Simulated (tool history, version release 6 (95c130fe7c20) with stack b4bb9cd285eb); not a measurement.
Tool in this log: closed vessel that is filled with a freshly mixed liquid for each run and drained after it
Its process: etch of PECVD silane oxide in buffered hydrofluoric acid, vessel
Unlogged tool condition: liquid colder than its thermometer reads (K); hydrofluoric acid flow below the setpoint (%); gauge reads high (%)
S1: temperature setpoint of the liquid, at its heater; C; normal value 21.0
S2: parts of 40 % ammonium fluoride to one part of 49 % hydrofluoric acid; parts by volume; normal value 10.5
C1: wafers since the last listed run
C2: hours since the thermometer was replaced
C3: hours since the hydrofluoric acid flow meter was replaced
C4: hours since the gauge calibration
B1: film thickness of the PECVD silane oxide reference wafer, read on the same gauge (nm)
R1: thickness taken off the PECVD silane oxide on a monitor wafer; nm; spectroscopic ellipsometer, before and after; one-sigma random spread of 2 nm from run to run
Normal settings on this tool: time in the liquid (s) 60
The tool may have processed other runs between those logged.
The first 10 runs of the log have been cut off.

run 11 hour=788.8 | S1=19.0 S2=13.5 time_in_the_liquid_(s)=60 | C1=4364 C2=1812.1 C3=179.8 C4=2916.6 | B1=100.01 | R1=151.21
run 12 hour=873.8 | S1=19.0 S2=13.5 time_in_the_liquid_(s)=60 | C1=6100 C2=1897.1 C3=264.8 C4=3001.6 | B1=100.05 | R1=150.76
run 13 hour=946.8 | S1=18.5 S2=10.5 time_in_the_liquid_(s)=75 | C1=5239 C2=1970.1 C3=337.8 C4=3074.6 | B1=100.01 | R1=231.50
run 14 hour=1016.4 | S1=21.0 S2=14.5 time_in_the_liquid_(s)=40 | C1=4995 C2=2039.7 C3=407.4 C4=3144.2 | B1=100.04 | R1=103.06
run 15 hour=1094.4 | S1=21.0 S2=10.5 time_in_the_liquid_(s)=60 | C1=5598 C2=2117.7 C3=485.4 C4=3222.2 | B1=100.01 | R1=210.06
run 16 hour=1173.5 | S1=18.0 S2=14.0 time_in_the_liquid_(s)=85 | C1=5677 C2=2196.8 C3=564.5 C4=3301.3 | B1=100.00 | R1=189.87
run 17 hour=1273.0 | S1=21.0 S2=10.5 time_in_the_liquid_(s)=50 | C1=7141 C2=2296.3 C3=664.0 C4=3400.8 | B1=100.05 | R1=175.32
-- hour=1322.0 hydrofluoric acid flow meter replaced
run 18 hour=1355.8 | S1=17.0 S2=13.5 time_in_the_liquid_(s)=95 | C1=5871 C2=2379.1 C3=33.8 C4=3483.6 | B1=100.05 | R1=211.60
-- hour=1428.7 gauge calibrated
run 19 hour=1659.9 | S1=18.0 S2=8.5 time_in_the_liquid_(s)=40 | C1=21827 C2=2683.2 C3=337.9 C4=231.2 | B1=99.97 | R1=141.87
run 20 hour=1745.4 | S1=21.0 S2=10.5 time_in_the_liquid_(s)=60 | C1=6136 C2=2768.7 C3=423.4 C4=316.7 | B1=99.95 | R1=207.43
run 21 hour=1836.3 | S1=21.0 S2=13.5 time_in_the_liquid_(s)=80 | C1=6524 C2=2859.6 C3=514.3 C4=407.6 | B1=99.99 | R1=217.18
run 22 hour=1907.9 | S1=17.0 S2=9.0 time_in_the_liquid_(s)=30 | C1=5139 C2=2931.2 C3=585.9 C4=479.2 | B1=100.02 | R1=95.63
run 23 hour=1945.8 | S1=25.0 S2=10.5 time_in_the_liquid_(s)=60 | C1=2720 C2=2969.1 C3=623.8 C4=517.1 | B1=100.00 | R1=256.90
-- hour=1987.6 hydrofluoric acid flow meter replaced
-- hour=1991.0 thermometer replaced
run 24 hour=2010.3 | S1=23.0 S2=8.5 time_in_the_liquid_(s)=90 | C1=4486 C2=19.3 C3=22.7 C4=581.6 | B1=100.04 | R1=434.22
run 25 hour=2091.9 | S1=17.5 S2=13.5 time_in_the_liquid_(s)=45 | C1=5856 C2=100.9 C3=104.3 C4=663.2 | B1=100.00 | R1=105.21
run 26 hour=2160.1 | S1=21.0 S2=10.5 time_in_the_liquid_(s)=60 | C1=4895 C2=169.1 C3=172.5 C4=731.4 | B1=99.99 | R1=215.17
run 27 hour=2262.3 | S1=18.5 S2=10.5 time_in_the_liquid_(s)=60 | C1=7335 C2=271.3 C3=274.7 C4=833.6 | B1=100.02 | R1=183.96
run 28 hour=2326.6 | S1=21.0 S2=10.5 time_in_the_liquid_(s)=60 | C1=4615 C2=335.6 C3=339.0 C4=897.9 | B1=100.01 | R1=209.33
run 29 hour=2388.3 | S1=19.0 S2=14.0 time_in_the_liquid_(s)=35 | C1=4428 C2=397.3 C3=400.7 C4=959.6 | B1=99.99 | R1=84.40
-- hour=2573.3 hydrofluoric acid flow meter replaced
run 30 hour=2647.0 | S1=25.5 S2=7.5 time_in_the_liquid_(s)=70 | C1=18496 C2=656.0 C3=73.7 C4=1218.3 | B1=100.03 | R1=446.47
run 31 hour=2685.5 | S1=24.5 S2=7.5 time_in_the_liquid_(s)=90 | C1=2763 C2=694.5 C3=112.2 C4=1256.8 | B1=99.99 | R1=537.91
run 32 hour=2781.9 | S1=21.0 S2=10.5 time_in_the_liquid_(s)=60 | C1=6919 C2=790.9 C3=208.6 C4=1353.2 | B1=100.04 | R1=220.62

Here are 4 independent what-if runs from the current tool condition. What would each one return?
run A hour=2782.6 | S1=21.0 S2=10.5 time_in_the_liquid_(s)=75 | C1=50 C2=791.6 C3=209.3 C4=1353.9 | B1=? | R1=?
run B hour=2782.6 | S1=21.0 S2=10.5 time_in_the_liquid_(s)=40 | C1=50 C2=791.6 C3=209.3 C4=1353.9 | B1=? | R1=?
run C hour=2782.6 | S1=21.0 S2=10.5 time_in_the_liquid_(s)=35 | C1=50 C2=791.6 C3=209.3 C4=1353.9 | B1=? | R1=?
run D hour=2782.6 | S1=21.0 S2=12.0 time_in_the_liquid_(s)=80 | C1=50 C2=791.6 C3=209.3 C4=1353.9 | B1=? | R1=?

run=A B1=100.01 R1=271.69
run=B B1=100.01 R1=144.90
run=C B1=100.01 R1=126.79
run=D B1=100.01 R1=254.35
Without the tool's hidden state the same runs would have given:
run=A R1=277.74
run=B R1=148.13
run=C R1=129.61
run=D R1=260.05

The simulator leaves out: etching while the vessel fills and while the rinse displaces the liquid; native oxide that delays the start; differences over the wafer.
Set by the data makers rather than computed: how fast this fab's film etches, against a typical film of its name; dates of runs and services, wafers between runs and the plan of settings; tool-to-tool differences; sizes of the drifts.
